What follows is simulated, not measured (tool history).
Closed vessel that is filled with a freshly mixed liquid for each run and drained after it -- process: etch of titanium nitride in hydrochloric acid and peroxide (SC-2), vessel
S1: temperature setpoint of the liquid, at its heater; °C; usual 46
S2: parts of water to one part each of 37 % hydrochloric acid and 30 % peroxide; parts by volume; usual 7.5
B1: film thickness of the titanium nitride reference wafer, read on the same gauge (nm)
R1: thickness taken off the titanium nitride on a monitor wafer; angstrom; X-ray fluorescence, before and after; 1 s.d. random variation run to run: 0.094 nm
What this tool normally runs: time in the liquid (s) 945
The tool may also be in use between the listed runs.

Run 1, hour 0: usual settings; B1 89.99. Result: R1 278.1 angstrom.
Run 2, hour 16.5: usual settings; B1 90.02. Result: R1 277.7 angstrom.
Run 3, hour 25.5: usual settings but time in the liquid (s) 1170; B1 89.98. Result: R1 345.7 angstrom.
Run 4, hour 40.5: usual settings but time in the liquid (s) 1170; B1 90. Result: R1 343.7 angstrom.
Run 5, hour 53.1: usual settings; B1 90. Result: R1 278.1 angstrom.
Run 6, hour 63: usual settings; B1 89.99. Result: R1 277.6 angstrom.
Run 7, hour 71.6: usual settings; B1 90.01. Result: R1 277.7 angstrom.
Run 8, hour 80.2: usual settings; B1 90.02. Result: R1 276.5 angstrom.
At hour 82.2: new drum of peroxide connected.
Run 9, hour 92.1: usual settings; B1 89.99. Result: R1 298.8 angstrom.
Run 10, hour 104: usual settings; B1 90.02. Result: R1 299.5 angstrom.
Run 11, hour 118.2: usual settings; B1 90. Result: R1 298.3 angstrom.
Run 12, hour 132.3: usual settings but S1 41.5 °C, time in the liquid (s) 725; B1 89.99. Result: R1 167.8 angstrom.
Run 13, hour 150.1: usual settings but time in the liquid (s) 1460; B1 90.01. Result: R1 458.9 angstrom.
Run 14, hour 163.1: usual settings but S2 4 parts by volume; B1 90.03. Result: R1 470.6 angstrom.
Run 15, hour 174: usual settings but S1 53.5 °C, S2 11 parts by volume, time in the liquid (s) 380; B1 90.01. Result: R1 144.6 angstrom.
Run 16, hour 183.6: usual settings but S1 54.5 °C, S2 4 parts by volume, time in the liquid (s) 1400; B1 90.01. Result: R1 1229.9 angstrom.
Run 17, hour 190.4: usual settings; B1 90. Result: R1 298.3 angstrom.
At hour 200.9: chemicals flow meter replaced.
Run 18, hour 201.4: usual settings but S2 9 parts by volume, time in the liquid (s) 1445; B1 89.99. Result: R1 393.7 angstrom.
At hour 205.6: gauge calibrated.
At hour 209.6: thermometer replaced.
Run 19, hour 216.1: usual settings but S1 36.5 °C, S2 4.5 parts by volume, time in the liquid (s) 1210; B1 90.03. Result: R1 285.2 angstrom.
Run 20, hour 226.7: usual settings; B1 89.94. Result: R1 298.2 angstrom.
Run 21, hour 243.3: usual settings but S2 4.5 parts by volume, time in the liquid (s) 1495; B1 90.01. Result: R1 687.8 angstrom.
Run 22, hour 258.2: usual settings; B1 90. Result: R1 297 angstrom.

Expected results for the next run?
Run 23, hour 270: usual settings but S1 54 °C, S2 9 parts by volume, time in the liquid (s) 1445; B1 ?. Result: R1 ?.

B1: 90.02
R1: 666.4 angstrom
If the tool had no hidden condition, the same run with the same run-to-run variation would have returned R1 674.2 angstrom.

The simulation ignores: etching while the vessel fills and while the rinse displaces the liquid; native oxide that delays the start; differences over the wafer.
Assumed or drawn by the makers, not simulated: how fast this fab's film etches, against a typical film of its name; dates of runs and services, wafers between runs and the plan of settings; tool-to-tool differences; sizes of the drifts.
